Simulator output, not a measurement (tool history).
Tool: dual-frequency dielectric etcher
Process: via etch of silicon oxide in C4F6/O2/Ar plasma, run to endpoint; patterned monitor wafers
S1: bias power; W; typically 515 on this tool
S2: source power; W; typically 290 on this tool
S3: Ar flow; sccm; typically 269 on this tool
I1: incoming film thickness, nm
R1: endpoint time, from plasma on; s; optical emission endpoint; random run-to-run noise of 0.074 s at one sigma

run	hour	S1	S2	S3	I1	R1
1	0	515	290	269	84.3	21.8
2	19.5	515	290	269	84.4	21.8
3	31.7	515	260	269	84.2	23.2
# hour 41.3: bias power generator calibrated
# hour 56.1: Ar flow controller replaced
# hour 67.5: wet clean of the chamber
4	68	515	260	269	83.8	24
5	71.7	515	290	269	83.9	22.5
6	121.1	515	330	325	83.3	21.4
7	157	515	290	269	84.3	22.6
8	192.3	573	250	269	84.3	23.7
9	218.6	515	340	241	83.6	19.9
10	231.8	600	360	230	83.8	18.3
11	250.7	515	290	269	83.9	22.1
# hour 298.3: upper electrode replaced
12	298.8	601	290	269	85	21.3
13	314.9	398	330	239	84.2	21.9
14	342	515	320	269	84	21
15	367.4	515	290	229	84.1	21.5
16	392.3	581	310	227	83.8	19.7
17	407.2	515	350	229	84.2	19.3
18	421.2	515	290	229	84.5	21.5
19	440.7	469	340	230	82.8	19.7
20	473.2	479	260	313	83.2	24.4
# hour 499.4: wet clean of the chamber
21	501.1	515	290	269	83.4	22.4
22	532.9	515	290	269	84.5	22.6

The next listed run, before its measurement:
23	546.4	636	350	269	83.3	?

R1: 18.9 s
On a tool with no hidden condition, and with the same random variation, this run would have come out at R1 18.8 s.
